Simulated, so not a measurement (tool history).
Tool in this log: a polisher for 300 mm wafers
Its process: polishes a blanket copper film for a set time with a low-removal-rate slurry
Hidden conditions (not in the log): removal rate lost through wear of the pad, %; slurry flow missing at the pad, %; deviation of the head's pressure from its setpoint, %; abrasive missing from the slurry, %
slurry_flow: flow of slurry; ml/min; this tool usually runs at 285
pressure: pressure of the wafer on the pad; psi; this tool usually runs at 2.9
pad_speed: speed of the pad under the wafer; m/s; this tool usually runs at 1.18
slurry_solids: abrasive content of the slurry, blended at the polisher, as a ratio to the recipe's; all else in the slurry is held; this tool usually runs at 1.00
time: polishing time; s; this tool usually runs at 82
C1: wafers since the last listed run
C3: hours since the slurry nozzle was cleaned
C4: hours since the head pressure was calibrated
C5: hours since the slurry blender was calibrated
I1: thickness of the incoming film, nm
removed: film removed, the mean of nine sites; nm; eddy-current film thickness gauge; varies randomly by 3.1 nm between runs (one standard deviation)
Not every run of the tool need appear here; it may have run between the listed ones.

run 1 hour=0.0 | slurry_flow=285 pressure=2.9 pad_speed=1.18 slurry_solids=1.00 time=64 | C1=0 wafers_polished_on_this_pad=1970 C3=241.2 C4=599.2 C5=286.6 | I1=801.9 | removed=235.0
run 2 hour=92.2 | slurry_flow=285 pressure=2.9 pad_speed=1.18 slurry_solids=1.00 time=82 | C1=806 wafers_polished_on_this_pad=2776 C3=333.4 C4=691.4 C5=378.8 | I1=812.1 | removed=302.0
run 3 hour=129.6 | slurry_flow=285 pressure=2.9 pad_speed=1.18 slurry_solids=1.00 time=82 | C1=327 wafers_polished_on_this_pad=3103 C3=370.8 C4=728.8 C5=416.2 | I1=803.7 | removed=310.9
run 4 hour=235.4 | slurry_flow=285 pressure=2.9 pad_speed=1.18 slurry_solids=1.00 time=82 | C1=925 wafers_polished_on_this_pad=4028 C3=476.6 C4=834.6 C5=522.0 | I1=809.6 | removed=305.8
run 5 hour=301.3 | slurry_flow=285 pressure=2.9 pad_speed=1.18 slurry_solids=1.00 time=82 | C1=576 wafers_polished_on_this_pad=4605 C3=542.5 C4=900.5 C5=587.9 | I1=818.6 | removed=307.7
-- hour=335.5 slurry blender recalibrated
-- hour=384.4 worn pad replaced by a new one
run 6 hour=387.4 | slurry_flow=285 pressure=2.4 pad_speed=1.18 slurry_solids=1.00 time=82 | C1=700 wafers_polished_on_this_pad=26 C3=628.6 C4=986.6 C5=51.9 | I1=819.5 | removed=252.1
-- hour=390.9 slurry nozzle cleaned
run 7 hour=474.9 | slurry_flow=285 pressure=2.4 pad_speed=1.18 slurry_solids=1.00 time=82 | C1=756 wafers_polished_on_this_pad=782 C3=84.0 C4=1074.1 C5=139.4 | I1=816.0 | removed=246.5
-- hour=504.9 head pressure recalibrated
run 8 hour=562.4 | slurry_flow=285 pressure=2.9 pad_speed=1.18 slurry_solids=1.00 time=89 | C1=747 wafers_polished_on_this_pad=1530 C3=171.5 C4=57.5 C5=226.9 | I1=818.8 | removed=324.6
run 9 hour=641.5 | slurry_flow=285 pressure=2.9 pad_speed=1.18 slurry_solids=1.00 time=89 | C1=691 wafers_polished_on_this_pad=2222 C3=250.6 C4=136.6 C5=306.0 | I1=819.1 | removed=329.8
run 10 hour=737.7 | slurry_flow=285 pressure=2.9 pad_speed=1.18 slurry_solids=1.00 time=82 | C1=841 wafers_polished_on_this_pad=3063 C3=346.8 C4=232.8 C5=402.2 | I1=822.9 | removed=305.6
-- hour=822.4 slurry blender recalibrated
run 11 hour=823.7 | slurry_flow=285 pressure=2.9 pad_speed=1.18 slurry_solids=1.00 time=82 | C1=734 wafers_polished_on_this_pad=3798 C3=432.8 C4=318.8 C5=1.3 | I1=806.2 | removed=302.2
-- hour=882.3 worn pad replaced by a new one
run 12 hour=910.1 | slurry_flow=285 pressure=2.9 pad_speed=1.18 slurry_solids=1.00 time=82 | C1=720 wafers_polished_on_this_pad=242 C3=519.2 C4=405.2 C5=87.7 | I1=799.9 | removed=303.7
run 13 hour=982.4 | slurry_flow=285 pressure=2.9 pad_speed=1.18 slurry_solids=1.00 time=82 | C1=632 wafers_polished_on_this_pad=875 C3=591.5 C4=477.5 C5=160.0 | I1=820.0 | removed=303.6
-- hour=1059.2 slurry nozzle cleaned
run 14 hour=1070.8 | slurry_flow=205 pressure=2.5 pad_speed=1.56 slurry_solids=1.00 time=75 | C1=764 wafers_polished_on_this_pad=1639 C3=11.6 C4=565.9 C5=248.4 | I1=820.0 | removed=314.2
run 15 hour=1115.2 | slurry_flow=360 pressure=3.7 pad_speed=0.92 slurry_solids=1.00 time=54 | C1=388 wafers_polished_on_this_pad=2027 C3=56.0 C4=610.3 C5=292.8 | I1=809.4 | removed=205.2
run 16 hour=1181.7 | slurry_flow=285 pressure=3.6 pad_speed=0.82 slurry_solids=1.25 time=82 | C1=581 wafers_polished_on_this_pad=2609 C3=122.5 C4=676.8 C5=359.3 | I1=815.4 | removed=281.1
run 17 hour=1257.8 | slurry_flow=190 pressure=2.5 pad_speed=1.18 slurry_solids=0.70 time=82 | C1=665 wafers_polished_on_this_pad=3274 C3=198.6 C4=752.9 C5=435.4 | I1=814.9 | removed=227.0
run 18 hour=1346.3 | slurry_flow=285 pressure=2.9 pad_speed=1.18 slurry_solids=1.00 time=82 | C1=773 wafers_polished_on_this_pad=4048 C3=287.1 C4=841.4 C5=523.9 | I1=800.4 | removed=297.9
-- hour=1373.5 head pressure recalibrated
-- hour=1393.6 slurry blender recalibrated
-- hour=1416.1 worn pad replaced by a new one
run 19 hour=1441.2 | slurry_flow=285 pressure=2.9 pad_speed=1.18 slurry_solids=1.30 time=82 | C1=759 wafers_polished_on_this_pad=219 C3=382.0 C4=67.7 C5=47.6 | I1=807.5 | removed=322.6
run 20 hour=1520.5 | slurry_flow=285 pressure=2.0 pad_speed=1.18 slurry_solids=1.00 time=82 | C1=693 wafers_polished_on_this_pad=912 C3=461.3 C4=147.0 C5=126.9 | I1=825.5 | removed=207.6
run 21 hour=1567.5 | slurry_flow=285 pressure=2.4 pad_speed=1.38 slurry_solids=1.10 time=107 | C1=411 wafers_polished_on_this_pad=1323 C3=508.3 C4=194.0 C5=173.9 | I1=820.6 | removed=394.6
run 22 hour=1666.7 | slurry_flow=330 pressure=2.0 pad_speed=1.18 slurry_solids=1.25 time=74 | C1=867 wafers_polished_on_this_pad=2191 C3=607.5 C4=293.2 C5=273.1 | I1=814.1 | removed=202.1
run 23 hour=1762.5 | slurry_flow=245 pressure=2.9 pad_speed=1.18 slurry_solids=1.00 time=106 | C1=837 wafers_polished_on_this_pad=3029 C3=703.3 C4=389.0 C5=368.9 | I1=804.8 | removed=387.7
run 24 hour=1825.6 | slurry_flow=335 pressure=2.2 pad_speed=1.18 slurry_solids=0.90 time=82 | C1=551 wafers_polished_on_this_pad=3581 C3=766.4 C4=452.1 C5=432.0 | I1=811.0 | removed=223.3
-- hour=1849.2 slurry nozzle cleaned
-- hour=1916.6 slurry blender recalibrated
-- hour=1917.9 worn pad replaced by a new one
run 25 hour=1921.1 | slurry_flow=285 pressure=2.5 pad_speed=1.18 slurry_solids=0.70 time=82 | C1=797 wafers_polished_on_this_pad=27 C3=71.9 C4=547.6 C5=4.5 | I1=814.8 | removed=231.3
run 26 hour=2022.1 | slurry_flow=285 pressure=2.9 pad_speed=1.18 slurry_solids=1.00 time=82 | C1=883 wafers_polished_on_this_pad=910 C3=172.9 C4=648.6 C5=105.5 | I1=827.1 | removed=304.7
run 27 hour=2067.2 | slurry_flow=285 pressure=2.5 pad_speed=1.18 slurry_solids=1.00 time=64 | C1=394 wafers_polished_on_this_pad=1305 C3=218.0 C4=693.7 C5=150.6 | I1=815.2 | removed=209.1

Estimate the outcome of run 28 from the log above:
run 28 hour=2136.6 | slurry_flow=285 pressure=2.9 pad_speed=1.18 slurry_solids=1.00 time=82 | C1=606 wafers_polished_on_this_pad=1912 C3=287.4 C4=763.1 C5=220.0 | I1=812.1 | removed=?

Run 28 yielded removed 297.8 nm.
On a tool with no hidden condition, and with the same random variation, this run would have come out at removed 297.8 nm.
